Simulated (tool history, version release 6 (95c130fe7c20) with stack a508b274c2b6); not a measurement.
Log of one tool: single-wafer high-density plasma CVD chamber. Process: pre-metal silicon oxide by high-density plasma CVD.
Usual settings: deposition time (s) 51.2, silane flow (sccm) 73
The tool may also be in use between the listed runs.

| run | hour | deposition time (s) | silane flow (sccm) | wafers since the last listed run | hours since the silane flow controller was replaced | hours since the gauge calibration | read-back reference wafer on the same gauge, thickness_nm | mean film thickness on the monitor wafer (nm) |
|---|---|---|---|---|---|---|---|---|
| 1 | 0.0 | 51.2 | 73 | 0 | 3283.6 | 516.1 | 367.146 | 337.907 |
| 2 | 36.6 | 51.2 | 73 | 700 | 3320.2 | 552.7 | 367.159 | 337.347 |
| 3 | 78.1 | 51.2 | 73 | 793 | 3361.7 | 594.2 | 367.160 | 338.384 |
| 4 | 103.9 | 51.2 | 73 | 493 | 3387.5 | 620.0 | 366.892 | 338.484 |
| 5 | 158.1 | 51.2 | 73 | 1036 | 3441.7 | 674.2 | 366.902 | 338.636 |
| 6 | 214.9 | 51.2 | 63 | 1086 | 3498.5 | 731.0 | 366.826 | 296.346 |
| 7 | 264.7 | 51.2 | 73 | 952 | 3548.3 | 780.8 | 366.958 | 338.339 |
| 8 | 315.9 | 51.2 | 73 | 979 | 3599.5 | 832.0 | 366.906 | 338.186 |
| 9 | 342.3 | 51.2 | 73 | 504 | 3625.9 | 858.4 | 367.183 | 338.097 |
| 10 | 393.3 | 51.2 | 73 | 975 | 3676.9 | 909.4 | 367.043 | 337.630 |
| 11 | 458.7 | 51.2 | 73 | 1250 | 3742.3 | 974.8 | 367.009 | 337.209 |
|  | 481.8 | gauge calibrated |
| 12 | 529.9 | 54.1 | 78 | 1361 | 3813.5 | 48.1 | 367.027 | 380.083 |
| 13 | 559.3 | 51.2 | 73 | 562 | 3842.9 | 77.5 | 366.928 | 338.227 |
| 14 | 601.9 | 53.9 | 69 | 814 | 3885.5 | 120.1 | 366.728 | 338.274 |
| 15 | 663.2 | 43.6 | 63 | 1172 | 3946.8 | 181.4 | 366.982 | 252.265 |
|  | 683.2 | silane flow controller replaced |
| 16 | 713.8 | 55.2 | 62 | 814 | 30.6 | 232.0 | 367.076 | 302.865 |
| 17 | 741.5 | 56.3 | 80 | 529 | 58.3 | 259.7 | 367.044 | 389.958 |
| 18 | 785.7 | 51.2 | 73 | 845 | 102.5 | 303.9 | 367.129 | 326.865 |
| 19 | 817.2 | 51.2 | 73 | 602 | 134.0 | 335.4 | 367.022 | 327.169 |
| 20 | 854.2 | 43.5 | 60 | 707 | 171.0 | 372.4 | 367.187 | 232.256 |
|  | 936.0 | silane flow controller replaced, repeated, since the last time left the tool worse |
| 21 | 981.3 | 53.8 | 63 | 2278 | 45.3 | 499.5 | 366.806 | 320.443 |
| 22 | 1013.2 | 51.2 | 73 | 610 | 77.2 | 531.4 | 367.101 | 348.573 |

The tool's hidden state at each run:
gauge reads high (%): 0 in every run
H1: delivered silane flow above the setpoint (%)
| run | H1 |
|---|---|
| 1 | -3.84 |
| 2 | -3.85 |
| 3 | -3.86 |
| 4 | -3.87 |
| 5 | -3.89 |
| 6 | -3.9 |
| 7 | -3.92 |
| 8 | -3.93 |
| 9 | -3.94 |
| 10 | -3.95 |
| 11 | -3.96 |
| 12 | -3.98 |
| 13 | -3.99 |
| 14 | -4 |
| 15 | -4.01 |
| 16 | -7.2 |
| 17 | -7.28 |
| 18 | -7.4 |
| 19 | -7.49 |
| 20 | -7.59 |
| 21 | -0.448 |
| 22 | -0.539 |
